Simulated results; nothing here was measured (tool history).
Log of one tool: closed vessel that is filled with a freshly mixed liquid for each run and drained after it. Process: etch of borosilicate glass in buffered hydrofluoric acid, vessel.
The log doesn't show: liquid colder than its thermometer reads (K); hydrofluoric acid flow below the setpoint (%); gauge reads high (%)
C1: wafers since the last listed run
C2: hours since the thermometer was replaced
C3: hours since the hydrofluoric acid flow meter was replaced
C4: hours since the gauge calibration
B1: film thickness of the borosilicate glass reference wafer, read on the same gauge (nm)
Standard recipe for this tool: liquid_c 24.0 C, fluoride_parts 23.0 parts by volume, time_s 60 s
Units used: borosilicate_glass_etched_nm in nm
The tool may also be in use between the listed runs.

{"run": 1, "hour": 0.0, "liquid_c": 24.0, "fluoride_parts": 17.0, "time_s": 60, "C1": 0, "C2": 1590.8, "C3": 1791.6, "C4": 172.2, "B1": 79.96, "borosilicate_glass_etched_nm": 40.41}
{"run": 2, "hour": 11.6, "liquid_c": 24.0, "fluoride_parts": 17.0, "time_s": 60, "C1": 843, "C2": 1602.4, "C3": 1803.2, "C4": 183.8, "B1": 80.02, "borosilicate_glass_etched_nm": 40.59}
{"run": 3, "hour": 20.8, "liquid_c": 24.0, "fluoride_parts": 17.0, "time_s": 60, "C1": 669, "C2": 1611.6, "C3": 1812.4, "C4": 193.0, "B1": 79.97, "borosilicate_glass_etched_nm": 40.24}
{"run": 4, "hour": 31.0, "liquid_c": 24.0, "fluoride_parts": 20.0, "time_s": 60, "C1": 741, "C2": 1621.8, "C3": 1822.6, "C4": 203.2, "B1": 80.02, "borosilicate_glass_etched_nm": 34.31}
{"run": 5, "hour": 48.0, "liquid_c": 24.0, "fluoride_parts": 20.0, "time_s": 60, "C1": 1236, "C2": 1638.8, "C3": 1839.6, "C4": 220.2, "B1": 79.97, "borosilicate_glass_etched_nm": 34.53}
{"run": 6, "hour": 54.0, "liquid_c": 24.0, "fluoride_parts": 25.5, "time_s": 60, "C1": 436, "C2": 1644.8, "C3": 1845.6, "C4": 226.2, "B1": 80.02, "borosilicate_glass_etched_nm": 28.82}
{"run": 7, "hour": 71.4, "liquid_c": 24.0, "fluoride_parts": 25.5, "time_s": 60, "C1": 1265, "C2": 1662.2, "C3": 1863.0, "C4": 243.6, "B1": 80.01, "borosilicate_glass_etched_nm": 28.92}
{"run": 8, "hour": 84.9, "liquid_c": 24.0, "fluoride_parts": 25.5, "time_s": 60, "C1": 981, "C2": 1675.7, "C3": 1876.5, "C4": 257.1, "B1": 79.98, "borosilicate_glass_etched_nm": 28.78}
{"hour": 93.0, "done": "thermometer replaced"}
{"run": 9, "hour": 99.3, "liquid_c": 24.0, "fluoride_parts": 23.0, "time_s": 60, "C1": 974, "C2": 6.3, "C3": 1890.9, "C4": 271.5, "B1": 79.98, "borosilicate_glass_etched_nm": 35.64}
{"run": 10, "hour": 110.0, "liquid_c": 24.0, "fluoride_parts": 23.0, "time_s": 60, "C1": 778, "C2": 17.0, "C3": 1901.6, "C4": 282.2, "B1": 79.98, "borosilicate_glass_etched_nm": 35.62}
{"run": 11, "hour": 124.2, "liquid_c": 24.0, "fluoride_parts": 23.0, "time_s": 55, "C1": 1032, "C2": 31.2, "C3": 1915.8, "C4": 296.4, "B1": 79.99, "borosilicate_glass_etched_nm": 32.65}
{"run": 12, "hour": 140.7, "liquid_c": 24.0, "fluoride_parts": 23.0, "time_s": 60, "C1": 1199, "C2": 47.7, "C3": 1932.3, "C4": 312.9, "B1": 79.97, "borosilicate_glass_etched_nm": 35.36}
{"run": 13, "hour": 147.3, "liquid_c": 21.0, "fluoride_parts": 16.0, "time_s": 90, "C1": 479, "C2": 54.3, "C3": 1938.9, "C4": 319.5, "B1": 79.99, "borosilicate_glass_etched_nm": 62.47}
{"run": 14, "hour": 158.7, "liquid_c": 24.0, "fluoride_parts": 23.0, "time_s": 60, "C1": 829, "C2": 65.7, "C3": 1950.3, "C4": 330.9, "B1": 79.98, "borosilicate_glass_etched_nm": 35.55}
{"hour": 166.1, "done": "hydrofluoric acid flow meter replaced"}
{"run": 15, "hour": 175.0, "liquid_c": 21.5, "fluoride_parts": 30.0, "time_s": 60, "C1": 1112, "C2": 82.0, "C3": 8.9, "C4": 347.2, "B1": 80.01, "borosilicate_glass_etched_nm": 25.7}
{"run": 16, "hour": 183.5, "liquid_c": 24.0, "fluoride_parts": 23.0, "time_s": 45, "C1": 618, "C2": 90.5, "C3": 17.4, "C4": 355.7, "B1": 80.01, "borosilicate_glass_etched_nm": 26.35}
{"run": 17, "hour": 200.5, "liquid_c": 22.0, "fluoride_parts": 18.5, "time_s": 60, "C1": 1236, "C2": 107.5, "C3": 34.4, "C4": 372.7, "B1": 79.99, "borosilicate_glass_etched_nm": 37.73}
{"hour": 204.6, "done": "gauge calibrated"}
{"run": 18, "hour": 214.3, "liquid_c": 24.0, "fluoride_parts": 23.0, "time_s": 30, "C1": 1003, "C2": 121.3, "C3": 48.2, "C4": 9.7, "B1": 80.02, "borosilicate_glass_etched_nm": 17.57}
{"run": 19, "hour": 232.2, "liquid_c": 28.0, "fluoride_parts": 19.5, "time_s": 35, "C1": 1301, "C2": 139.2, "C3": 66.1, "C4": 27.6, "B1": 80.0, "borosilicate_glass_etched_nm": 28.79}
{"run": 20, "hour": 245.4, "liquid_c": 22.0, "fluoride_parts": 16.0, "time_s": 60, "C1": 959, "C2": 152.4, "C3": 79.3, "C4": 40.8, "B1": 80.05, "borosilicate_glass_etched_nm": 43.32}
{"run": 21, "hour": 257.5, "liquid_c": 25.5, "fluoride_parts": 30.0, "time_s": 80, "C1": 879, "C2": 164.5, "C3": 91.4, "C4": 52.9, "B1": 80.0, "borosilicate_glass_etched_nm": 42.3}
{"run": 22, "hour": 267.3, "liquid_c": 27.0, "fluoride_parts": 23.0, "time_s": 60, "C1": 712, "C2": 174.3, "C3": 101.2, "C4": 62.7, "B1": 79.99, "borosilicate_glass_etched_nm": 41.14}
{"run": 23, "hour": 279.2, "liquid_c": 26.0, "fluoride_parts": 27.5, "time_s": 60, "C1": 865, "C2": 186.2, "C3": 113.1, "C4": 74.6, "B1": 80.06, "borosilicate_glass_etched_nm": 34.47}

Branching from run 23: 5 alternative next runs. What would each branch give?
{"run": "A", "hour": 279.9, "liquid_c": 24.0, "fluoride_parts": 23.0, "time_s": 90, "C1": 50, "C2": 186.9, "C3": 113.8, "C4": 75.3, "B1": "?", "borosilicate_glass_etched_nm": "?"}
{"run": "B", "hour": 279.9, "liquid_c": 24.0, "fluoride_parts": 29.0, "time_s": 90, "C1": 50, "C2": 186.9, "C3": 113.8, "C4": 75.3, "B1": "?", "borosilicate_glass_etched_nm": "?"}
{"run": "C", "hour": 279.9, "liquid_c": 27.5, "fluoride_parts": 26.0, "time_s": 75, "C1": 50, "C2": 186.9, "C3": 113.8, "C4": 75.3, "B1": "?", "borosilicate_glass_etched_nm": "?"}
{"run": "D", "hour": 279.9, "liquid_c": 28.0, "fluoride_parts": 30.0, "time_s": 45, "C1": 50, "C2": 186.9, "C3": 113.8, "C4": 75.3, "B1": "?", "borosilicate_glass_etched_nm": "?"}
{"run": "E", "hour": 279.9, "liquid_c": 22.5, "fluoride_parts": 23.0, "time_s": 60, "C1": 50, "C2": 186.9, "C3": 113.8, "C4": 75.3, "B1": "?", "borosilicate_glass_etched_nm": "?"}

run=A B1=80.00 borosilicate_glass_etched_nm=52.79
run=B B1=80.00 borosilicate_glass_etched_nm=44.96
run=C B1=80.00 borosilicate_glass_etched_nm=48.76
run=D B1=80.00 borosilicate_glass_etched_nm=27.22
run=E B1=80.00 borosilicate_glass_etched_nm=32.44
Without the tool's hidden state the same runs would have given:
run=A borosilicate_glass_etched_nm=53.80
run=B borosilicate_glass_etched_nm=45.82
run=C borosilicate_glass_etched_nm=49.67
run=D borosilicate_glass_etched_nm=27.74
run=E borosilicate_glass_etched_nm=33.07

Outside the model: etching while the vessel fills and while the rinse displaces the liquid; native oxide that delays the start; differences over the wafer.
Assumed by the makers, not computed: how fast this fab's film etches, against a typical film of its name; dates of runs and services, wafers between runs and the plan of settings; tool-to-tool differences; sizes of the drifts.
